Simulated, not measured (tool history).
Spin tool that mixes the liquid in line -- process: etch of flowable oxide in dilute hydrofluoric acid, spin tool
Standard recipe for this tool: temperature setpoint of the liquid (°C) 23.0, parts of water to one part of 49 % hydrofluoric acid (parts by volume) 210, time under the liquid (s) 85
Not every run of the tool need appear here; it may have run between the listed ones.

run,hour,temperature setpoint of the liquid (°C),parts of water to one part of 49 % hydrofluoric acid (parts by volume),time under the liquid (s),wafers since the last listed run,hours since the thermometer was replaced,hours since the hydrofluoric acid flow meter was replaced,hours since the gauge calibration,"read-back film thickness of the flowable oxide reference wafer, read on the same gauge (nm)",thickness taken off the flowable oxide on a monitor wafer (angstrom)
1,0.0,23.0,210,85,0,781.0,170.5,323.2,100.01,215.7
2,303.2,21.0,210,120,4207,1084.2,473.7,626.4,100.00,285.6
3,388.6,21.0,210,120,1184,1169.6,559.1,711.8,100.02,287.3
4,484.5,23.0,210,85,1330,1265.5,655.0,807.7,100.00,219.6
5,525.5,23.0,210,85,568,1306.5,696.0,848.7,99.99,222.9
6,632.5,23.0,210,85,1484,1413.5,803.0,955.7,99.98,222.4
7,672.2,23.0,210,85,550,1453.2,842.7,995.4,100.03,224.7
8,769.9,23.0,210,85,1355,1550.9,940.4,1093.1,100.02,224.0
9,866.4,23.0,210,85,1338,1647.4,1036.9,1189.6,100.03,226.4
10,912.0,23.0,210,85,632,1693.0,1082.5,1235.2,100.01,226.5
# hour 951.5: gauge calibrated
11,995.6,21.5,275,85,1159,1776.6,1166.1,44.1,100.02,152.5
12,1101.2,21.5,275,85,1465,1882.2,1271.7,149.7,100.03,154.4
13,1276.0,26.5,180,125,2425,2057.0,1446.5,324.5,99.99,460.5
14,1345.5,23.0,210,85,964,2126.5,1516.0,394.0,100.02,231.0
15,1421.7,23.0,290,55,1057,2202.7,1592.2,470.2,100.01,98.4
# hour 1425.6: hydrofluoric acid flow meter replaced
16,1464.8,23.0,210,85,584,2245.8,39.2,513.3,99.99,224.9
# hour 1486.3: thermometer replaced
17,1555.3,24.5,210,120,1241,69.0,129.7,603.8,99.98,316.5
18,1592.3,23.0,210,105,513,106.0,166.7,640.8,100.02,261.6
19,1698.0,23.0,210,85,1466,211.7,272.4,746.5,99.99,215.5
20,1830.6,23.0,210,85,1839,344.3,405.0,879.1,100.00,216.4
21,1909.4,23.0,270,85,1093,423.1,483.8,957.9,99.98,158.7
22,1983.0,26.0,210,60,1021,496.7,557.4,1031.5,99.97,170.8
23,2034.3,23.0,255,105,711,548.0,608.7,1082.8,100.00,214.3
24,2141.5,19.5,150,85,1487,655.2,715.9,1190.0,99.99,281.9

Branching from run 24: 4 alternative next runs. What would each branch give?
A,2141.9,23.0,210,85,5,655.6,716.3,1190.4,?,?
B,2141.9,26.5,310,50,5,655.6,716.3,1190.4,?,?
C,2141.9,24.5,165,65,5,655.6,716.3,1190.4,?,?
D,2141.9,19.0,310,65,5,655.6,716.3,1190.4,?,?

run,"read-back film thickness of the flowable oxide reference wafer, read on the same gauge (nm)",thickness taken off the flowable oxide on a monitor wafer (angstrom)
A,100.02,218.1
B,100.02,88.7
C,100.02,235.8
D,100.02,88.7
Had the tool no hidden state, the same runs would have come out as:
run,thickness taken off the flowable oxide on a monitor wafer (angstrom)
A,212.1
B,86.3
C,229.2
D,86.2
